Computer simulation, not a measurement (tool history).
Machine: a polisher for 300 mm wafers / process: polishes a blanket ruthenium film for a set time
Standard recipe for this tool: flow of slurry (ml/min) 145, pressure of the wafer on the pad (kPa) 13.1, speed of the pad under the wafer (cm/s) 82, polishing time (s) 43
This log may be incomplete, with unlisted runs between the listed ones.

run,day,flow of slurry (ml/min),pressure of the wafer on the pad (kPa),speed of the pad under the wafer (cm/s),polishing time (s),wafers since the last listed run,wafers polished on this pad,hours since the slurry nozzle was cleaned,hours since the head pressure was calibrated,"incoming thickness of the incoming film, nm",film removed (Å)
1,0.000,145,13.1,82,43,0,1432,16.9,436.3,293.9,410
2,1.292,145,13.1,82,43,302,1735,47.9,467.3,298.9,408
3,2.442,145,13.1,82,43,269,2004,75.5,494.9,302.6,405
# day 3.138: worn pad replaced by a new one
4,3.767,145,13.1,100,43,271,147,107.3,526.7,296.0,523
5,5.179,120,9.7,82,43,331,478,141.2,560.6,296.7,323
6,5.712,120,9.7,82,43,125,603,154.0,573.4,304.9,325
7,6.517,120,9.7,82,43,188,792,173.3,592.7,303.1,322
8,7.621,145,13.1,82,47,258,1050,199.8,619.2,297.0,453
9,8.704,180,13.1,82,43,253,1304,225.8,645.2,297.8,425
10,9.996,180,13.1,82,43,302,1607,256.8,676.2,301.0,420
# day 10.571: worn pad replaced by a new one
11,11.212,115,13.1,82,43,246,150,286.0,705.4,297.0,407
12,12.367,145,13.1,82,43,270,421,313.7,733.1,306.0,422
13,13.817,145,13.1,82,43,339,761,348.5,767.9,304.4,416
14,14.483,145,13.1,82,43,156,917,364.5,783.9,301.4,416
15,15.004,145,13.1,82,43,122,1039,377.0,796.4,299.9,411
16,16.271,145,13.1,82,43,296,1336,407.4,826.8,300.3,406
17,17.558,180,13.1,82,38,301,1638,438.3,857.7,298.0,375
# day 18.317: worn pad replaced by a new one
18,18.338,120,9.7,82,43,143,4,457.0,876.4,305.1,334
# day 19.308: head pressure recalibrated
19,19.438,145,13.1,82,43,238,242,483.4,3.1,299.0,414
20,20.058,175,13.1,56,43,145,388,498.3,18.0,296.1,291
21,20.742,145,10.3,82,57,160,548,514.7,34.4,303.4,458
22,22.058,145,13.1,82,43,308,857,546.3,66.0,305.0,409
23,23.783,145,16.5,82,43,404,1261,587.7,107.4,300.5,479
24,24.767,175,11.0,72,56,230,1491,611.3,131.0,298.0,421
25,25.929,175,15.2,60,32,272,1764,639.2,158.9,297.3,247
# day 27.817: worn pad replaced by a new one
26,28.192,145,13.1,82,43,491,87,693.5,213.2,303.5,435
# day 29.217: slurry nozzle cleaned
27,29.421,145,16.5,82,43,278,365,4.9,242.7,305.0,506
28,30.879,145,17.9,82,43,341,707,39.9,277.7,300.7,523
29,31.983,145,17.2,82,50,258,966,66.4,304.2,294.9,591
30,33.408,105,13.1,82,33,333,1300,100.6,338.4,299.2,289
31,34.217,145,13.1,82,33,189,1489,120.0,357.8,299.8,307
32,35.175,145,13.1,82,49,224,1714,143.0,380.8,300.4,464
# day 35.379: worn pad replaced by a new one
33,36.546,145,13.1,82,43,282,273,175.9,413.7,303.8,427
34,37.238,145,9.0,82,43,162,435,192.5,430.3,294.2,320
35,38.612,100,15.2,98,31,322,757,225.5,463.3,303.9,358
36,39.788,145,13.1,82,43,275,1032,253.7,491.5,298.1,413

For each run, the measured value with the value that run would have given without the tool's hidden condition subtracted. The run-to-run variation is shared by both, the gauge scatter possibly not:
The hidden state here: removal rate lost through wear of the pad, %; slurry flow missing at the pad, %; deviation of the head's pressure from its setpoint, %.
run,film removed (Å)
1,-31
2,-33
3,-33
4,-11
5,-16
6,-18
7,-21
8,-33
9,-34
10,-36
11,-7
12,-17
13,-24
14,-27
15,-28
16,-31
17,-30
18,-5
19,-18
20,-16
21,-30
22,-33
23,-44
24,-40
25,-25
26,-7
27,-21
28,-31
29,-42
30,-23
31,-25
32,-39
33,-15
34,-15
35,-23
36,-30
